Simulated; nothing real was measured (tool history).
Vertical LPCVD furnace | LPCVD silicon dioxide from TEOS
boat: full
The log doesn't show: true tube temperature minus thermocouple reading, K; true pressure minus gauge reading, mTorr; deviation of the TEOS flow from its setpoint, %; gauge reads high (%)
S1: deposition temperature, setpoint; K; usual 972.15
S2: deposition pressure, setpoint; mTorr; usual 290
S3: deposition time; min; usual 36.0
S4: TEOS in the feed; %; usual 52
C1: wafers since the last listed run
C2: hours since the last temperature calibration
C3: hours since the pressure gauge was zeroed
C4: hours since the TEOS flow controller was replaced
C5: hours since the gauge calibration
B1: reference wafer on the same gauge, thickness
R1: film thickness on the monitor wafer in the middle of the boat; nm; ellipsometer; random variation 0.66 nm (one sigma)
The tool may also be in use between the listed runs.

run     day      S1   S2    S3  S4    C1      C2      C3      C4     C5      B1      R1
  1   0.000  972.15  290  43.0  60     0  3526.5  1461.7  3123.4  395.0  215.98  309.87
  2   1.388  972.15  290  36.0  54   578  3559.8  1495.0  3156.7  428.3  216.00  246.06
  3   2.679  972.15  290  36.0  45   538  3590.8  1526.0  3187.7  459.3  216.11  223.81
  4   3.642  972.15  290  36.0  52   400  3613.9  1549.1  3210.8  482.4  215.95  241.78
  5   4.912  972.15  290  36.0  52   529  3644.4  1579.6  3241.3  512.9  216.04  241.62
  6   5.883  972.15  290  36.0  52   404  3667.7  1602.9  3264.6  536.2  216.02  242.00
  7   7.125  972.15  290  36.0  52   517  3697.5  1632.7  3294.4  566.0  215.98  242.50
  8   8.404  972.15  290  36.0  52   532  3728.2  1663.4  3325.1  596.7  215.99  242.15
      8.792  -- gauge calibrated
  9  10.938  972.15  290  36.0  52  1055  3789.0  1724.2  3385.9   51.5  215.90  241.41
     12.596  -- pressure gauge zeroed
 10  12.617  972.15  290  36.0  52   282  3829.3     0.5  3426.2   91.8  215.90  241.32
 11  13.325  961.15  290  45.0  52   295  3846.3    17.5  3443.2  108.8  215.99  234.41
 12  14.267  972.15  290  36.0  52   392  3868.9    40.1  3465.8  131.4  216.01  241.53
 13  15.117  964.15  290  36.0  52   354  3889.3    60.5  3486.2  151.8  215.98  201.72
     17.125  -- TEOS flow controller replaced
     17.358  -- thermocouples replaced and temperature profile calibrated
 14  17.650  978.15  245  29.0  46   542     7.0   121.3    12.6  212.6  215.95  175.51
 15  18.204  968.15  240  36.0  45   230    20.3   134.6    25.9  225.9  216.08  170.09
 16  18.808  972.15  290  27.5  48   251    34.8   149.1    40.4  240.4  215.87  162.04
 17  20.167  978.15  235  40.0  52   565    67.4   181.7    73.0  273.0  216.01  254.54
 18  21.104  972.15  250  32.0  52   390    89.9   204.2    95.5  295.5  216.10  183.32
 19  22.117  972.15  290  36.0  44   421   114.2   228.5   119.8  319.8  216.04  203.95
 20  23.317  972.15  290  36.0  45   499   143.0   257.3   148.6  348.6  216.05  206.10

Forecast each of these 5 alternatives for the next run:
  A  23.525  972.15  290  36.0  52  86  148.0  262.3  153.6  353.6   ?   ?
  B  23.525  981.15  230  23.5  46  86  148.0  262.3  153.6  353.6   ?   ?
  C  23.525  972.15  290  36.0  47  86  148.0  262.3  153.6  353.6   ?   ?
  D  23.525  967.15  290  27.5  52  86  148.0  262.3  153.6  353.6   ?   ?
  E  23.525  972.15  320  28.0  55  86  148.0  262.3  153.6  353.6   ?   ?

run      B1      R1
  A  216.00  223.12
  B  216.00  150.11
  C  216.00  212.13
  D  216.00  151.64
  E  216.00  187.48
Without the tool's hidden state the same runs would have given:
run      R1
  A  217.87
  B  146.64
  C  207.13
  D  148.03
  E  183.07
